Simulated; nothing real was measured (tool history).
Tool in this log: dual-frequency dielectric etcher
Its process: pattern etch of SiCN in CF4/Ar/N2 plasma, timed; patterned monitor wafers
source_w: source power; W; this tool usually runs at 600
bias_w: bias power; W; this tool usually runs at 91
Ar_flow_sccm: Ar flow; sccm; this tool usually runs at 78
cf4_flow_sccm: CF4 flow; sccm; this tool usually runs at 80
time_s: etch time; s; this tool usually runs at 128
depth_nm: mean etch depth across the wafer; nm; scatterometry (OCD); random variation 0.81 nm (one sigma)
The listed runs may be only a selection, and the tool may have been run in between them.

run    hour  source_w  bias_w  Ar_flow_sccm  cf4_flow_sccm  time_s  wafers since the last listed run  hours since the last wet clean  hours since the last source power generator calibration  hours since the last bias power generator calibration  hours since the last Ar flow controller change  hours since the last CF4 flow controller change  hours since the last upper electrode change  hours since the gauge calibration  read-back reference wafer on the same gauge, depth_nm  depth_nm
  1       0       600      91            83             80     128                                 0                            97.2                                                   2451.4                                                 4821.7                                            43.2                                             6153                                       2247.5                             1768.8                                                  156.1     153.4
  2    40.5       600      91            83             80     128                               446                           137.7                                                   2491.9                                                 4862.2                                            83.7                                           6193.5                                         2288                             1809.3                                                  156.1     152.6
       44.7  -- gauge calibrated
  3   105.7       600      91            78             86     128                               719                           202.9                                                   2557.1                                                 4927.4                                           148.9                                           6258.7                                       2353.2                                 61                                                  155.8     155.2
  4   160.3       600      91            78             86     128                               602                           257.5                                                   2611.7                                                   4982                                           203.5                                           6313.3                                       2407.8                              115.6                                                  155.9     155.6
      179.2  -- CF4 flow controller replaced
  5   231.2       600      91            64             80     128                               716                           328.4                                                   2682.6                                                 5052.9                                           274.4                                               52                                       2478.7                              186.5                                                  155.8     157.6
      240.6  -- source power generator calibrated
  6   286.2       500      81            73             80     161                               562                           383.4                                                     45.6                                                 5107.9                                           329.4                                              107                                       2533.7                              241.5                                                  156.2     168.1
  7   349.6       600      91            60             63     103                               699                           446.8                                                      109                                                 5171.3                                           392.8                                            170.4                                       2597.1                              304.9                                                  155.9     127.3
  8   375.9       600      91            78             80   153.5                               290                           473.1                                                    135.3                                                 5197.6                                           419.1                                            196.7                                       2623.4                              331.2                                                  156.2     191.1
  9   413.5       720      91            78             80      91                               414                           510.7                                                    172.9                                                 5235.2                                           456.7                                            234.3                                         2661                              368.8                                                  155.9     131.8
      440.5  -- wet clean of the chamber
      488.2  -- upper electrode replaced
 10   488.7       600      91            78             80     128                               300                            48.2                                                    248.1                                                 5310.4                                           531.9                                            309.5                                          0.5                                444                                                  155.9     159.6
 11   490.4       600     109            94             80   162.5                                18                            49.9                                                    249.8                                                 5312.1                                           533.6                                            311.2                                          2.2                              445.7                                                    156     205.4
 12     521       600     107            96             92   155.5                               337                            80.5                                                    280.4                                                 5342.7                                           564.2                                            341.8                                         32.8                              476.3                                                  156.3     200.4
        574  -- bias power generator calibrated
 13   581.8       600      91            78             80     128                               626                           141.3                                                    341.2                                                    7.8                                             625                                            402.6                                         93.6                              537.1                                                  156.1     159.5
 14   609.2       600      84            78             80     128                               302                           168.7                                                    368.6                                                   35.2                                           652.4                                              430                                          121                              564.5                                                  155.8     155.9
 15   650.3       600      91            70             80     128                               453                           209.8                                                    409.7                                                   76.3                                           693.5                                            471.1                                        162.1                              605.6                                                  155.8     158.6
 16   705.5       600      91            78             80     128                               609                             265                                                    464.9                                                  131.5                                           748.7                                            526.3                                        217.3                              660.8                                                  156.1     159.1
 17   776.7       600      84            78             62     128                               785                           336.2                                                    536.1                                                  202.7                                           819.9                                            597.5                                        288.5                                732                                                  155.9     148.4
 18   821.7       600     105            78             89     128                               496                           381.2                                                    581.1                                                  247.7                                           864.9                                            642.5                                        333.5                                777                                                  155.9     163.5
 19   846.4       570      91            78             80     128                               272                           405.9                                                    605.8                                                  272.4                                           889.6                                            667.2                                        358.2                              801.7                                                  156.1       150
 20   880.4       600     112            66             65     128                               375                           439.9                                                    639.8                                                  306.4                                           923.6                                            701.2                                        392.2                              835.7                                                  156.1     163.3
 21   950.3       600     102            69             69     100                               771                           509.8                                                    709.7                                                  376.3                                           993.5                                            771.1                                        462.1                              905.6                                                  156.1       125
 22  1016.1       600     108            78             80   141.5                               726                           575.6                                                    775.5                                                  442.1                                          1059.3                                            836.9                                        527.9                              971.4                                                  156.1     177.8

3 options for the next run, each taken on its own from the tool as it stands now. Forecast them:
  A  1016.6       600      91            78             80     128                                 5                           576.1                                                      776                                                  442.6                                          1059.8                                            837.4                                        528.4                              971.9                                                      ?         ?
  B  1016.6       550      91            86             80     128                                 5                           576.1                                                      776                                                  442.6                                          1059.8                                            837.4                                        528.4                              971.9                                                      ?         ?
  C  1016.6       510      91            78             80     128                                 5                           576.1                                                      776                                                  442.6                                          1059.8                                            837.4                                        528.4                              971.9                                                      ?         ?

run  read-back reference wafer on the same gauge, depth_nm  depth_nm
  A                                                  155.7       156
  B                                                  155.7     143.2
  C                                                  155.7     135.9
What these runs would have given with no unlogged condition in the tool:
run  depth_nm
  A     160.5
  B     147.4
  C     139.8
